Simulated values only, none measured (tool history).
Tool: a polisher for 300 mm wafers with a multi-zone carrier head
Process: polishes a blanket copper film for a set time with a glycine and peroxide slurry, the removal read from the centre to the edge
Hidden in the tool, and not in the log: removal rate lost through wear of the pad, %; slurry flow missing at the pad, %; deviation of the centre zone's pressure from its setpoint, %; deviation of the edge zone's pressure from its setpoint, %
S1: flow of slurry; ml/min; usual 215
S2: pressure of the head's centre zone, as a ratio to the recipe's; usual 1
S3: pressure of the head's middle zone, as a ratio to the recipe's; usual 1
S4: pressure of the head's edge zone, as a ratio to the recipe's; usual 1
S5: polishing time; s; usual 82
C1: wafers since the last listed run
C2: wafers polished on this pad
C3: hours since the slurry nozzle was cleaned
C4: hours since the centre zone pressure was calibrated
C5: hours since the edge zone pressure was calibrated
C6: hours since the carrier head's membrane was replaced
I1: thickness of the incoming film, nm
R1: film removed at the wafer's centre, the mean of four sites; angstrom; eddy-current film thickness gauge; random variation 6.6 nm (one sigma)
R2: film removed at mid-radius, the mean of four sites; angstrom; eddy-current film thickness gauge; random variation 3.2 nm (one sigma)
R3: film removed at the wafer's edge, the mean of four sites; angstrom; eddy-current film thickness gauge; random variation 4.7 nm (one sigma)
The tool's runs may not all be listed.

run	hour	S1	S2	S3	S4	S5	C1	C2	C3	C4	C5	C6	I1	R1	R2	R3
1	0	215	1.05	1	1.12	74	0	416	318.5	543.7	77	486.8	1605.1	3995	4015	4211
2	31	215	1	1	1	60	218	635	349.5	574.7	108	517.8	1603.4	3083	3220	3324
3	99.8	215	1	1	1	70	485	1120	418.3	643.5	176.8	586.6	1578.1	3599	3755	3861
# hour 146.5: centre zone pressure recalibrated
4	150.6	190	1	0.92	0.93	82	344	1464	469.1	4.1	227.6	637.4	1555.2	3964	3964	4318
5	177	215	1	1	1	82	186	1650	495.5	30.5	254	663.8	1565.5	4091	4391	4486
6	205	245	1	1	1	82	197	1847	523.5	58.5	282	691.8	1566.3	4392	4493	4576
7	233.7	215	0.91	1	0.95	82	202	2050	552.2	87.2	310.7	720.5	1558.5	3751	4315	4449
8	300.5	215	1	1	0.91	100	471	2521	619	154	377.5	787.3	1576.7	4935	5248	5311
9	325.5	215	1	1.07	1	95	176	2697	644	179	402.5	812.3	1580.9	4759	5285	5153
# hour 338: slurry nozzle cleaned
10	361.9	215	1	1	1	82	249	2947	23.9	215.4	438.9	848.7	1595.6	4567	4705	4767
# hour 380.2: worn pad replaced by a new one
# hour 418.4: edge zone pressure recalibrated
11	431.5	270	1.04	0.94	1	82	448	347	93.5	285	13.1	918.3	1598.1	4875	4577	4948
12	473.1	215	1.08	0.97	1	82	293	641	135.1	326.6	54.7	959.9	1554.2	4745	4539	4716
13	499.8	215	0.96	1	1	82	188	829	161.8	353.3	81.4	986.6	1593.1	4315	4628	4653
14	555.3	215	0.96	0.95	1	69	391	1220	217.3	408.8	136.9	1042.1	1584.6	3582	3730	3941
15	601.7	240	1	1.05	1.11	90	327	1547	263.7	455.2	183.3	1088.5	1579.4	4813	5271	5354
16	649	215	1	1	1	82	333	1881	311	502.5	230.6	1135.8	1553.6	4305	4525	4670
17	710	215	1	1	1	82	430	2311	372	563.5	291.6	1196.8	1555.5	4254	4518	4651
# hour 752.1: centre zone pressure recalibrated
18	759.8	215	1	1	1	82	337	2648	421.8	7.7	341.4	1246.6	1581.1	4295	4517	4555
19	803.9	175	1.07	1	1	82	310	2959	465.9	51.8	385.5	1290.7	1585	4326	4296	4420
# hour 842.5: worn pad replaced by a new one
20	843.1	215	1	0.92	1.06	82	248	4	505.1	91	424.7	1329.9	1603.2	4306	4199	4737
21	884	215	0.94	1.1	1	82	288	292	546	131.9	465.6	1370.8	1602.8	3988	4860	4578

Forecast each of these 5 alternatives for the next run:
A	884.4	215	1	1	1	82	2	295	546.4	132.3	466	1371.2	1598.9	?	?	?
B	884.4	215	0.89	0.97	1.1	91	2	295	546.4	132.3	466	1371.2	1598.9	?	?	?
C	884.4	215	0.92	1.11	0.91	82	2	295	546.4	132.3	466	1371.2	1598.9	?	?	?
D	884.4	190	0.94	1	1	82	2	295	546.4	132.3	466	1371.2	1598.9	?	?	?
E	884.4	215	1.05	1	1	63	2	295	546.4	132.3	466	1371.2	1598.9	?	?	?

run	R1	R2	R3
A	4302	4442	4592
B	4244	4811	5255
C	3958	4840	4457
D	3915	4319	4500
E	3472	3412	3528
Without the tool's hidden state the same runs would have given:
run	R1	R2	R3
A	4600	4716	4798
B	4538	5109	5491
C	4232	5139	4658
D	4227	4625	4728
E	3712	3622	3686
